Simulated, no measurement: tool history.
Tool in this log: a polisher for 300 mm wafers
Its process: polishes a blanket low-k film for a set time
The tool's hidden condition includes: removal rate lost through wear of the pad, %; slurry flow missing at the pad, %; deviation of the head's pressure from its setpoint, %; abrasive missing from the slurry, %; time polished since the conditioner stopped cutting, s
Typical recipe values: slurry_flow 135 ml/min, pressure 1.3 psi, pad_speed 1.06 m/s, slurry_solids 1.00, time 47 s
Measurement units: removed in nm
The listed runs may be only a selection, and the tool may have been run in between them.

run	hour	slurry_flow	pressure	pad_speed	slurry_solids	time	wafers since the last listed run	wafers polished on this pad	hours since the slurry nozzle was cleaned	hours since the head pressure was calibrated	hours since the slurry blender was calibrated	hours since the conditioning disc was replaced	incoming thickness of the incoming film, nm	removed
1	0.0	135	1.3	1.06	1.00	54	0	165	239.8	395.8	110.0	176.3	692.2	14.7
2	27.6	135	1.3	0.92	1.00	47	322	488	267.4	423.4	137.6	203.9	691.0	11.1
# hour 55.9: head pressure recalibrated
3	56.4	135	1.3	0.92	1.00	47	313	801	296.2	0.5	166.4	232.7	681.2	10.9
4	76.1	135	1.3	0.92	1.00	47	230	1032	315.9	20.2	186.1	252.4	675.6	10.8
5	95.7	135	1.3	1.06	1.00	47	229	1261	335.5	39.8	205.7	272.0	694.7	11.9
# hour 112.4: worn pad replaced by a new one
6	113.3	135	1.3	1.06	1.00	47	159	10	353.1	57.4	223.3	289.6	683.1	12.5
# hour 123.7: conditioning disc replaced and pad reconditioned
7	127.7	135	1.3	1.06	1.00	47	144	155	367.5	71.8	237.7	4.0	681.5	12.5
8	142.0	135	1.3	1.06	1.00	47	167	322	381.8	86.1	252.0	18.3	692.9	12.0
# hour 173.4: slurry nozzle cleaned
9	174.5	135	1.3	1.06	1.00	47	368	690	1.1	118.6	284.5	50.8	681.3	11.9
10	206.0	135	1.3	1.06	1.00	47	368	1058	32.6	150.1	316.0	82.3	671.5	12.0
11	221.8	135	1.3	1.06	1.00	50	184	1243	48.4	165.9	331.8	98.1	679.5	12.7
# hour 233.0: slurry blender recalibrated
12	239.6	95	1.3	1.06	1.00	47	184	1428	66.2	183.7	6.6	115.9	673.0	12.3
# hour 261.9: worn pad replaced by a new one
13	274.4	135	1.3	1.06	0.70	41	360	146	101.0	218.5	41.4	150.7	691.0	10.2
14	309.9	135	1.3	1.06	1.00	47	415	561	136.5	254.0	76.9	186.2	687.6	12.8
15	328.5	135	1.3	1.06	1.00	50	217	779	155.1	272.6	95.5	204.8	667.7	13.3
16	343.0	100	1.3	1.06	0.90	47	169	948	169.6	287.1	110.0	219.3	684.1	11.5
17	364.7	135	1.3	1.06	1.20	56	253	1202	191.3	308.8	131.7	241.0	674.3	15.5
18	384.2	135	1.3	1.06	1.00	47	227	1430	210.8	328.3	151.2	260.5	683.5	12.1
# hour 394.6: worn pad replaced by a new one
19	403.7	105	1.3	0.80	0.90	60	181	105	230.3	347.8	170.7	280.0	682.8	12.1
20	419.5	135	1.3	1.06	1.00	47	184	290	246.1	363.6	186.5	295.8	690.8	12.6
21	437.1	170	1.1	1.06	0.90	38	205	496	263.7	381.2	204.1	313.4	676.9	8.3
# hour 452.1: conditioning disc replaced and pad reconditioned
22	458.7	180	1.3	1.06	1.30	47	229	725	285.3	402.8	225.7	6.6	679.9	14.0
# hour 473.3: head pressure recalibrated
23	493.9	160	0.9	1.44	1.15	47	388	1113	320.5	20.6	260.9	41.8	694.8	11.7
24	510.1	170	1.3	1.44	1.00	47	189	1303	336.7	36.8	277.1	58.0	676.8	15.6
# hour 529.7: slurry blender recalibrated
25	534.0	155	1.3	1.06	1.00	47	256	1559	360.6	60.7	4.3	81.9	692.9	13.3

Forecast each of these 5 alternatives for the next run:
A	534.4	135	1.3	1.06	1.25	47	4	1563	361.0	61.1	4.7	82.3	664.9	?
B	534.4	180	1.3	1.06	1.00	47	4	1563	361.0	61.1	4.7	82.3	664.9	?
C	534.4	135	1.3	1.20	0.90	47	4	1563	361.0	61.1	4.7	82.3	664.9	?
D	534.4	135	0.8	1.06	1.10	47	4	1563	361.0	61.1	4.7	82.3	664.9	?
E	534.4	135	1.8	1.42	0.70	57	4	1563	361.0	61.1	4.7	82.3	664.9	?

run	removed
A	14.1
B	13.6
C	13.9
D	8.6
E	24.2
Had the tool no hidden state, the same runs would have come out as:
run	removed
A	15.2
B	14.6
C	15.0
D	9.2
E	26.0

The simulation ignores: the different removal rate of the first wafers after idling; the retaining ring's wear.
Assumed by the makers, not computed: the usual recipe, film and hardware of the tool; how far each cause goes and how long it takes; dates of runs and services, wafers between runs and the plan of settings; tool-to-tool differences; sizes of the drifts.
